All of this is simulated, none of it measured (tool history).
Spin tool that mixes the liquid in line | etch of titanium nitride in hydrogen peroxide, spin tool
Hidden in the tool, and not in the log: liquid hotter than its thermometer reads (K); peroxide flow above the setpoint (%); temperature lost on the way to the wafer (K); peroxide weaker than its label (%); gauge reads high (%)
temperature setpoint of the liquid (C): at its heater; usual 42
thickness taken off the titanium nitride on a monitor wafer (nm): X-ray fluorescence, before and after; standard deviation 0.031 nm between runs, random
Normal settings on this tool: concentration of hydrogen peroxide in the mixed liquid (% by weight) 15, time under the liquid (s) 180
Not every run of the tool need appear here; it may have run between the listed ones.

run	day	temperature setpoint of the liquid (C)	concentration of hydrogen peroxide in the mixed liquid (% by weight)	time under the liquid (s)	wafers since the last listed run	hours since the thermometer was replaced	hours since the peroxide flow meter was replaced	hours since the heated supply line was repaired	hours since the drum of peroxide was connected	hours since the gauge calibration	read-back film thickness of the titanium nitride reference wafer, read on the same gauge (nm)	thickness taken off the titanium nitride on a monitor wafer (nm)
1	0	42	15	180	0	607.8	1407.5	2067.1	919.2	402.8	150.009	2.982
2	0.633	42	15	180	110	623	1422.7	2082.3	934.4	418	149.978	2.977
3	1.462	42	15	180	144	642.9	1442.6	2102.2	954.3	437.9	149.975	2.961
4	2.654	39	15	180	207	671.5	1471.2	2130.8	982.9	466.5	149.959	2.311
5	3.488	42	15	180	144	691.5	1491.2	2150.8	1002.9	486.5	149.965	2.945
# day 3.717: peroxide flow meter replaced
# day 3.908: gauge calibrated
6	4.271	42	15	180	129	710.3	13.3	2169.6	1021.7	8.7	149.959	2.965
# day 5.488: heated supply line repaired
7	5.625	42	15	180	228	742.8	45.8	3.3	1054.2	41.2	149.988	4.045
8	6.792	42	15	180	202	770.8	73.8	31.3	1082.2	69.2	149.943	4.022
9	8.167	42	17	180	239	803.8	106.8	64.3	1115.2	102.2	149.954	4.16
# day 8.504: new drum of peroxide connected
10	9.254	42	13.5	180	181	829.9	132.9	90.4	18	128.3	149.973	3.905
11	10.196	42	15	180	163	852.5	155.5	113	40.6	150.9	150.014	4.044
12	11.208	37.5	12	180	176	876.8	179.8	137.3	64.9	175.2	150.002	2.708
# day 12.217: thermometer replaced
13	12.629	42	15	135	239	9.9	213.9	171.4	99	209.3	150.002	2.825
14	13.558	42	15	180	161	32.2	236.2	193.7	121.3	231.6	150.042	3.73
15	14.708	42	12	85	200	59.8	263.8	221.3	148.9	259.2	149.997	1.675
16	15.433	51.5	18.5	110	126	77.2	281.2	238.7	166.3	276.6	150.038	4.792
17	16.708	42	12.5	230	221	107.8	311.8	269.3	196.9	307.2	150.022	4.61
18	17.6	42	19	180	155	129.2	333.2	290.7	218.3	328.6	149.95	3.857
19	18.554	34.5	12	290	165	152.1	356.1	313.6	241.2	351.5	150.012	3.15
20	19.875	42	15	180	229	183.8	387.8	345.3	272.9	383.2	149.995	3.73
21	21.288	42	15	85	245	217.7	421.7	379.2	306.8	417.1	150.011	1.768
22	22.729	42	15	120	250	252.3	456.3	413.8	341.4	451.7	149.989	2.445
23	24.021	42	15	80	224	283.3	487.3	444.8	372.4	482.7	149.997	1.639
# day 24.258: gauge calibrated
24	24.596	38	15	260	100	297.1	501.1	458.6	386.2	8.1	150	3.894

Below are 5 alternative next runs, each starting from the tool's condition after run 24. Predict each:
A	24.617	42	15	180	3	297.6	501.6	459.1	386.7	8.6	?	?
B	24.617	35.5	12	105	3	297.6	501.6	459.1	386.7	8.6	?	?
C	24.617	45.5	12	145	3	297.6	501.6	459.1	386.7	8.6	?	?
D	24.617	39	13	220	3	297.6	501.6	459.1	386.7	8.6	?	?
E	24.617	42	14	135	3	297.6	501.6	459.1	386.7	8.6	?	?

run	read-back film thickness of the titanium nitride reference wafer, read on the same gauge (nm)	thickness taken off the titanium nitride on a monitor wafer (nm)
A	149.946	3.683
B	149.946	1.237
C	149.946	3.685
D	149.946	3.468
E	149.946	2.722
Without the tool's hidden state the same runs would have given:
run	thickness taken off the titanium nitride on a monitor wafer (nm)
A	3.82
B	1.284
C	3.819
D	3.599
E	2.823
